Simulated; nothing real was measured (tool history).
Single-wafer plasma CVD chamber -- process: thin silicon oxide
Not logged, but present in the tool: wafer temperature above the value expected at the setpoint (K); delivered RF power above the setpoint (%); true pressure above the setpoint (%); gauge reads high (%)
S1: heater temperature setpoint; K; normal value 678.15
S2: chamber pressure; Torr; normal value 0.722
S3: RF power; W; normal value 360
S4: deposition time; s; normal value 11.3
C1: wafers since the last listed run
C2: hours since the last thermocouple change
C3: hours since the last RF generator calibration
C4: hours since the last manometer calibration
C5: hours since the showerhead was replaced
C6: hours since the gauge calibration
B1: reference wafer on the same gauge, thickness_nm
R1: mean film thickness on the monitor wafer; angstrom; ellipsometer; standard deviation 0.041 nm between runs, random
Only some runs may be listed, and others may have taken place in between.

run 1 day=0 | S1=688.15 S2=0.803 S3=360 S4=11.3 | C1=0 C2=59.1 C3=1913.3 C4=963.5 C5=5415.4 C6=318.5 | B1=20.289 | R1=214.91
run 2 day=1.629 | S1=688.15 S2=0.803 S3=360 S4=11.3 | C1=1166 C2=98.2 C3=1952.4 C4=1002.6 C5=5454.5 C6=357.6 | B1=20.291 | R1=214.47
run 3 day=3.179 | S1=678.15 S2=0.722 S3=360 S4=11.3 | C1=1109 C2=135.4 C3=1989.6 C4=1039.8 C5=5491.7 C6=394.8 | B1=20.328 | R1=199.71
-- day=3.925 capacitance manometer re-zeroed and calibrated
run 4 day=5.358 | S1=678.15 S2=0.722 S3=360 S4=11.3 | C1=1321 C2=187.7 C3=2041.9 C4=34.4 C5=5544 C6=447.1 | B1=20.29 | R1=201.21
run 5 day=7.421 | S1=678.15 S2=0.722 S3=360 S4=11.3 | C1=1476 C2=237.2 C3=2091.4 C4=83.9 C5=5593.5 C6=496.6 | B1=20.307 | R1=199.95
run 6 day=10.375 | S1=688.15 S2=0.803 S3=360 S4=11.3 | C1=2114 C2=308.1 C3=2162.3 C4=154.8 C5=5664.4 C6=567.5 | B1=20.319 | R1=215.84
run 7 day=12.083 | S1=678.15 S2=0.722 S3=400 S4=10.1 | C1=1222 C2=349.1 C3=2203.3 C4=195.8 C5=5705.4 C6=608.5 | B1=20.304 | R1=189.02
-- day=13.529 showerhead replaced
run 8 day=14.217 | S1=690.15 S2=0.615 S3=360 S4=11.3 | C1=1288 C2=400.3 C3=2254.5 C4=247 C5=16.5 C6=659.7 | B1=20.278 | R1=177.75
run 9 day=16.45 | S1=678.15 S2=0.591 S3=360 S4=11.3 | C1=1598 C2=453.9 C3=2308.1 C4=300.6 C5=70.1 C6=713.3 | B1=20.312 | R1=173.05
run 10 day=17.967 | S1=672.15 S2=0.722 S3=360 S4=12.6 | C1=1085 C2=490.3 C3=2344.5 C4=337 C5=106.5 C6=749.7 | B1=20.287 | R1=224.34
run 11 day=20.846 | S1=678.15 S2=0.722 S3=410 S4=11.3 | C1=2061 C2=559.4 C3=2413.6 C4=406.1 C5=175.6 C6=818.8 | B1=20.307 | R1=213.94
-- day=21.475 RF generator calibrated
run 12 day=22.079 | S1=678.15 S2=0.555 S3=360 S4=10.6 | C1=644 C2=589 C3=14.5 C4=435.7 C5=205.2 C6=848.4 | B1=20.307 | R1=155.6
run 13 day=24.5 | S1=674.15 S2=0.557 S3=360 S4=11.3 | C1=1733 C2=647.1 C3=72.6 C4=493.8 C5=263.3 C6=906.5 | B1=20.291 | R1=166.51
run 14 day=26.554 | S1=685.15 S2=0.653 S3=360 S4=11.3 | C1=1470 C2=696.4 C3=121.9 C4=543.1 C5=312.6 C6=955.8 | B1=20.307 | R1=185.02
run 15 day=29.492 | S1=684.15 S2=0.722 S3=415 S4=11.3 | C1=2102 C2=766.9 C3=192.4 C4=613.6 C5=383.1 C6=1026.3 | B1=20.322 | R1=213.26
run 16 day=31.467 | S1=678.15 S2=0.722 S3=360 S4=11.3 | C1=1413 C2=814.3 C3=239.8 C4=661 C5=430.5 C6=1073.7 | B1=20.298 | R1=200.28
run 17 day=34.204 | S1=678.15 S2=0.722 S3=360 S4=10 | C1=1959 C2=880 C3=305.5 C4=726.7 C5=496.2 C6=1139.4 | B1=20.314 | R1=176.84
run 18 day=35.954 | S1=678.15 S2=0.888 S3=395 S4=11.3 | C1=1252 C2=922 C3=347.5 C4=768.7 C5=538.2 C6=1181.4 | B1=20.304 | R1=241.69
run 19 day=38.312 | S1=684.15 S2=0.722 S3=415 S4=11.3 | C1=1688 C2=978.6 C3=404.1 C4=825.3 C5=594.8 C6=1238 | B1=20.304 | R1=213.74
run 20 day=39.496 | S1=678.15 S2=0.722 S3=360 S4=11.3 | C1=847 C2=1007 C3=432.5 C4=853.7 C5=623.2 C6=1266.4 | B1=20.279 | R1=200.48
run 21 day=41.488 | S1=678.15 S2=0.722 S3=300 S4=12.8 | C1=1425 C2=1054.8 C3=480.3 C4=901.5 C5=671 C6=1314.2 | B1=20.319 | R1=202.03
run 22 day=43.133 | S1=678.15 S2=0.722 S3=360 S4=11.3 | C1=1178 C2=1094.3 C3=519.8 C4=941 C5=710.5 C6=1353.7 | B1=20.319 | R1=199.23
run 23 day=44.788 | S1=678.15 S2=0.722 S3=360 S4=11.3 | C1=1184 C2=1134 C3=559.5 C4=980.7 C5=750.2 C6=1393.4 | B1=20.309 | R1=199.09
-- day=45.479 capacitance manometer re-zeroed and calibrated
run 24 day=46.008 | S1=666.15 S2=0.612 S3=420 S4=13.2 | C1=635 C2=1163.3 C3=588.8 C4=12.7 C5=779.5 C6=1422.7 | B1=20.323 | R1=225.11
run 25 day=48.096 | S1=678.15 S2=0.558 S3=360 S4=11.3 | C1=1494 C2=1213.4 C3=638.9 C4=62.8 C5=829.6 C6=1472.8 | B1=20.313 | R1=166.63
-- day=48.817 gauge calibrated
run 26 day=49.288 | S1=678.15 S2=0.722 S3=360 S4=11.3 | C1=853 C2=1242 C3=667.5 C4=91.4 C5=858.2 C6=11.3 | B1=20.31 | R1=200.74
run 27 day=50.354 | S1=678.15 S2=0.643 S3=395 S4=10.5 | C1=763 C2=1267.6 C3=693.1 C4=117 C5=883.8 C6=36.9 | B1=20.298 | R1=180.06
run 28 day=53.212 | S1=678.15 S2=0.722 S3=360 S4=11.3 | C1=2046 C2=1336.2 C3=761.7 C4=185.6 C5=952.4 C6=105.5 | B1=20.27 | R1=200.46
run 29 day=55.204 | S1=686.15 S2=0.621 S3=360 S4=11.3 | C1=1425 C2=1384 C3=809.5 C4=233.4 C5=1000.2 C6=153.3 | B1=20.303 | R1=178.83

Alternative continuations, all from the tool just after run 29; predict every row:
run A day=55.221 | S1=678.15 S2=0.722 S3=425 S4=11.3 | C1=11 C2=1384.4 C3=809.9 C4=233.8 C5=1000.6 C6=153.7 | B1=? | R1=?
run B day=55.221 | S1=678.15 S2=0.599 S3=360 S4=13.1 | C1=11 C2=1384.4 C3=809.9 C4=233.8 C5=1000.6 C6=153.7 | B1=? | R1=?
run C day=55.221 | S1=678.15 S2=0.806 S3=360 S4=9.3 | C1=11 C2=1384.4 C3=809.9 C4=233.8 C5=1000.6 C6=153.7 | B1=? | R1=?

run=A B1=20.282 R1=217.66
run=B B1=20.282 R1=202.99
run=C B1=20.282 R1=178.93
The same runs, with their run-to-run variation unchanged, on a tool lacking any hidden condition would have given:
run=A R1=218.04
run=B R1=203.36
run=C R1=179.22

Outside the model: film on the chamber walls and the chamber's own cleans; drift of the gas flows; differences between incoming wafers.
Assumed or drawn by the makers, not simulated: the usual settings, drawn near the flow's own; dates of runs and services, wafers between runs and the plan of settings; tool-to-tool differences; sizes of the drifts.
